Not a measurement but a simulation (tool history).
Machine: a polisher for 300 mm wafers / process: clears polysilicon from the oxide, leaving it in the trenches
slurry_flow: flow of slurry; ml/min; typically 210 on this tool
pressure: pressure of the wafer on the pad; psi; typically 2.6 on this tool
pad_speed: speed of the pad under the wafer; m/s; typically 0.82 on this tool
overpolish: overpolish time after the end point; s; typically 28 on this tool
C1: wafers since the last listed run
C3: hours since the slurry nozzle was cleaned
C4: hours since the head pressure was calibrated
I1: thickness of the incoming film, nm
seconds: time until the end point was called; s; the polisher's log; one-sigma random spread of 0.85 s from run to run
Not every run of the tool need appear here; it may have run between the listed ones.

{"run": 1, "hour": 0.0, "slurry_flow": 210, "pressure": 2.6, "pad_speed": 0.82, "overpolish": 28, "C1": 0, "wafers polished on this pad": 333, "C3": 31.6, "C4": 453.6, "I1": 740.5, "seconds": 76.3}
{"run": 2, "hour": 38.7, "slurry_flow": 210, "pressure": 2.6, "pad_speed": 0.82, "overpolish": 28, "C1": 211, "wafers polished on this pad": 544, "C3": 70.3, "C4": 492.3, "I1": 735.3, "seconds": 75.1}
{"run": 3, "hour": 78.5, "slurry_flow": 210, "pressure": 2.6, "pad_speed": 0.82, "overpolish": 28, "C1": 217, "wafers polished on this pad": 762, "C3": 110.1, "C4": 532.1, "I1": 738.3, "seconds": 76.1}
{"run": 4, "hour": 129.0, "slurry_flow": 210, "pressure": 2.6, "pad_speed": 0.88, "overpolish": 28, "C1": 276, "wafers polished on this pad": 1038, "C3": 160.6, "C4": 582.6, "I1": 738.5, "seconds": 72.5}
{"run": 5, "hour": 190.8, "slurry_flow": 210, "pressure": 2.6, "pad_speed": 0.88, "overpolish": 28, "C1": 337, "wafers polished on this pad": 1376, "C3": 222.4, "C4": 644.4, "I1": 738.2, "seconds": 72.3}
{"hour": 224.7, "done": "worn pad replaced by a new one"}
{"run": 6, "hour": 244.8, "slurry_flow": 210, "pressure": 2.6, "pad_speed": 0.88, "overpolish": 28, "C1": 273, "wafers polished on this pad": 109, "C3": 276.4, "C4": 698.4, "I1": 736.6, "seconds": 71.7}
{"run": 7, "hour": 271.5, "slurry_flow": 210, "pressure": 2.6, "pad_speed": 0.82, "overpolish": 18, "C1": 146, "wafers polished on this pad": 255, "C3": 303.1, "C4": 725.1, "I1": 731.6, "seconds": 78.5}
{"hour": 310.2, "done": "slurry nozzle cleaned"}
{"run": 8, "hour": 323.3, "slurry_flow": 210, "pressure": 2.6, "pad_speed": 0.82, "overpolish": 18, "C1": 277, "wafers polished on this pad": 533, "C3": 13.1, "C4": 776.9, "I1": 754.3, "seconds": 76.9}
{"run": 9, "hour": 353.9, "slurry_flow": 210, "pressure": 2.6, "pad_speed": 0.82, "overpolish": 28, "C1": 167, "wafers polished on this pad": 701, "C3": 43.7, "C4": 807.5, "I1": 741.9, "seconds": 76.6}
{"hour": 382.7, "done": "head pressure recalibrated"}
{"run": 10, "hour": 424.5, "slurry_flow": 210, "pressure": 2.6, "pad_speed": 0.82, "overpolish": 28, "C1": 375, "wafers polished on this pad": 1076, "C3": 114.3, "C4": 41.8, "I1": 744.5, "seconds": 83.1}
{"hour": 444.6, "done": "worn pad replaced by a new one"}
{"run": 11, "hour": 457.4, "slurry_flow": 210, "pressure": 2.6, "pad_speed": 0.82, "overpolish": 28, "C1": 158, "wafers polished on this pad": 70, "C3": 147.2, "C4": 74.7, "I1": 748.7, "seconds": 82.3}
{"run": 12, "hour": 512.9, "slurry_flow": 245, "pressure": 2.9, "pad_speed": 0.72, "overpolish": 28, "C1": 303, "wafers polished on this pad": 373, "C3": 202.7, "C4": 130.2, "I1": 733.8, "seconds": 81.0}
{"run": 13, "hour": 555.3, "slurry_flow": 275, "pressure": 2.6, "pad_speed": 1.08, "overpolish": 33, "C1": 231, "wafers polished on this pad": 605, "C3": 245.1, "C4": 172.6, "I1": 747.9, "seconds": 60.4}
{"run": 14, "hour": 604.1, "slurry_flow": 210, "pressure": 2.6, "pad_speed": 0.82, "overpolish": 28, "C1": 266, "wafers polished on this pad": 872, "C3": 293.9, "C4": 221.4, "I1": 734.2, "seconds": 79.9}
{"run": 15, "hour": 632.5, "slurry_flow": 165, "pressure": 3.3, "pad_speed": 0.7, "overpolish": 33, "C1": 155, "wafers polished on this pad": 1027, "C3": 322.3, "C4": 249.8, "I1": 745.2, "seconds": 80.4}
{"hour": 677.5, "done": "worn pad replaced by a new one"}
{"run": 16, "hour": 682.5, "slurry_flow": 270, "pressure": 2.6, "pad_speed": 0.94, "overpolish": 28, "C1": 251, "wafers polished on this pad": 27, "C3": 372.3, "C4": 299.8, "I1": 750.4, "seconds": 70.3}
{"hour": 687.4, "done": "slurry nozzle cleaned"}
{"run": 17, "hour": 735.5, "slurry_flow": 240, "pressure": 1.8, "pad_speed": 0.64, "overpolish": 42, "C1": 284, "wafers polished on this pad": 311, "C3": 48.1, "C4": 352.8, "I1": 738.8, "seconds": 137.5}
{"run": 18, "hour": 778.9, "slurry_flow": 210, "pressure": 2.6, "pad_speed": 0.82, "overpolish": 28, "C1": 237, "wafers polished on this pad": 548, "C3": 91.5, "C4": 396.2, "I1": 731.1, "seconds": 75.7}
{"run": 19, "hour": 808.0, "slurry_flow": 210, "pressure": 2.6, "pad_speed": 0.82, "overpolish": 28, "C1": 159, "wafers polished on this pad": 708, "C3": 120.6, "C4": 425.3, "I1": 733.0, "seconds": 76.3}
{"run": 20, "hour": 838.3, "slurry_flow": 210, "pressure": 2.6, "pad_speed": 0.66, "overpolish": 13, "C1": 165, "wafers polished on this pad": 873, "C3": 150.9, "C4": 455.6, "I1": 743.2, "seconds": 96.1}
{"hour": 895.6, "done": "worn pad replaced by a new one"}
{"run": 21, "hour": 897.7, "slurry_flow": 210, "pressure": 2.6, "pad_speed": 0.82, "overpolish": 28, "C1": 302, "wafers polished on this pad": 11, "C3": 210.3, "C4": 515.0, "I1": 745.2, "seconds": 77.4}
{"run": 22, "hour": 921.7, "slurry_flow": 245, "pressure": 2.3, "pad_speed": 0.82, "overpolish": 19, "C1": 131, "wafers polished on this pad": 142, "C3": 234.3, "C4": 539.0, "I1": 746.8, "seconds": 88.2}

Forecast each of these 5 alternatives for the next run:
{"run": "A", "hour": 922.2, "slurry_flow": 210, "pressure": 2.6, "pad_speed": 0.82, "overpolish": 28, "C1": 2, "wafers polished on this pad": 145, "C3": 234.8, "C4": 539.5, "I1": 732.4, "seconds": "?"}
{"run": "B", "hour": 922.2, "slurry_flow": 210, "pressure": 2.6, "pad_speed": 1.02, "overpolish": 39, "C1": 2, "wafers polished on this pad": 145, "C3": 234.8, "C4": 539.5, "I1": 732.4, "seconds": "?"}
{"run": "C", "hour": 922.2, "slurry_flow": 240, "pressure": 2.6, "pad_speed": 0.82, "overpolish": 36, "C1": 2, "wafers polished on this pad": 145, "C3": 234.8, "C4": 539.5, "I1": 732.4, "seconds": "?"}
{"run": "D", "hour": 922.2, "slurry_flow": 210, "pressure": 3.3, "pad_speed": 0.82, "overpolish": 28, "C1": 2, "wafers polished on this pad": 145, "C3": 234.8, "C4": 539.5, "I1": 732.4, "seconds": "?"}
{"run": "E", "hour": 922.2, "slurry_flow": 210, "pressure": 3.4, "pad_speed": 0.82, "overpolish": 28, "C1": 2, "wafers polished on this pad": 145, "C3": 234.8, "C4": 539.5, "I1": 732.4, "seconds": "?"}

run=A seconds=77.2
run=B seconds=62.4
run=C seconds=75.5
run=D seconds=60.8
run=E seconds=59.0
The same runs, with their run-to-run variation unchanged, on a tool lacking any hidden condition would have given:
run=A seconds=83.4
run=B seconds=67.4
run=C seconds=82.0
run=D seconds=65.7
run=E seconds=63.8

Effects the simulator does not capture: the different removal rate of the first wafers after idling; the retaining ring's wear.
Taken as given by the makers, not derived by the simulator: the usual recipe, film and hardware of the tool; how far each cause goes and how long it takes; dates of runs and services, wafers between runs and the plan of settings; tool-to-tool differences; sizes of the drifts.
